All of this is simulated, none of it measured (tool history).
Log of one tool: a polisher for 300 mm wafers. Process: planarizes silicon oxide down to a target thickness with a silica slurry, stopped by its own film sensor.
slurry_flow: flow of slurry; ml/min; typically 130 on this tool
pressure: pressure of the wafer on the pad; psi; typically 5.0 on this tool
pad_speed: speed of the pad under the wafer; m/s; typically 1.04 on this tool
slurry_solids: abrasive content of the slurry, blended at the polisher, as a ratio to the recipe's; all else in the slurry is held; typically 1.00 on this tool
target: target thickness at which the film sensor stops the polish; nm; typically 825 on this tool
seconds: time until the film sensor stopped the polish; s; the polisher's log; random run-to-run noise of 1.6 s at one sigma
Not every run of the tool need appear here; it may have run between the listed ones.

run	hour	slurry_flow	pressure	pad_speed	slurry_solids	target	incoming thickness of the incoming film, nm	seconds
1	0.0	130	5.0	0.76	1.00	825	1262.3	167.6
# hour 13.1: worn pad replaced by a new one
2	19.2	130	5.0	0.76	1.00	825	1279.3	171.0
3	36.5	130	5.0	1.04	1.00	825	1281.9	135.0
4	56.2	130	5.0	1.04	1.15	825	1299.1	127.7
5	71.9	130	5.0	1.04	1.15	825	1272.0	118.7
6	93.4	130	5.0	1.04	1.15	825	1298.6	127.6
7	123.3	130	5.0	1.04	1.00	825	1303.7	142.1
8	139.3	130	5.0	1.04	1.00	825	1283.9	137.2
9	155.3	130	5.0	1.04	1.00	825	1316.2	144.9
10	175.7	130	5.0	1.04	1.00	825	1301.0	142.4
11	195.5	130	5.0	1.04	1.00	825	1289.4	139.8
# hour 207.7: slurry blender recalibrated
# hour 218.2: worn pad replaced by a new one
12	243.8	150	5.0	1.04	1.00	825	1290.9	136.2
13	263.0	130	5.7	1.34	1.00	825	1304.1	104.8
14	296.8	155	3.3	1.04	1.30	699	1294.9	215.2
15	324.7	130	5.0	1.04	1.00	825	1289.1	139.1
16	350.4	130	5.0	0.86	1.00	971	1305.9	119.0
# hour 368.3: slurry nozzle cleaned
17	378.6	130	4.4	1.04	1.00	825	1269.3	168.5
# hour 381.1: conditioning disc replaced and pad reconditioned
# hour 391.0: worn pad replaced by a new one
18	402.8	130	5.0	1.04	1.00	770	1288.8	176.8
19	435.9	130	5.0	1.04	1.00	825	1320.6	170.3
# hour 449.6: head pressure recalibrated
20	471.9	130	5.0	1.04	1.00	825	1294.4	167.5
21	488.9	130	5.7	1.34	1.00	825	1288.8	117.3
# hour 490.9: slurry nozzle cleaned, repeated, since the last time left the tool worse
22	519.8	130	5.6	0.88	1.10	825	1292.7	127.8
23	539.6	130	3.7	0.72	0.80	825	1279.0	291.0
24	575.6	130	3.9	1.04	0.90	716	1284.4	235.1

Run-by-run hidden state of the tool:
removal rate lost through wear of the pad, %: 0 at every run
deviation of the head's pressure from its setpoint, %: 0 at every run
abrasive missing from the slurry, %: 0 at every run
time polished since the conditioner stopped cutting, s: 0 at every run
H1: slurry flow missing at the pad, %
run	H1
1	20.6
2	20.8
3	21
4	21.2
5	21.4
6	21.6
7	21.8
8	22
9	22.1
10	22.2
11	22.3
12	22.6
13	22.7
14	22.9
15	23
16	23.1
17	44.4
18	46.4
19	48.7
20	51
21	51.9
22	4.42
23	5.9
24	8.33
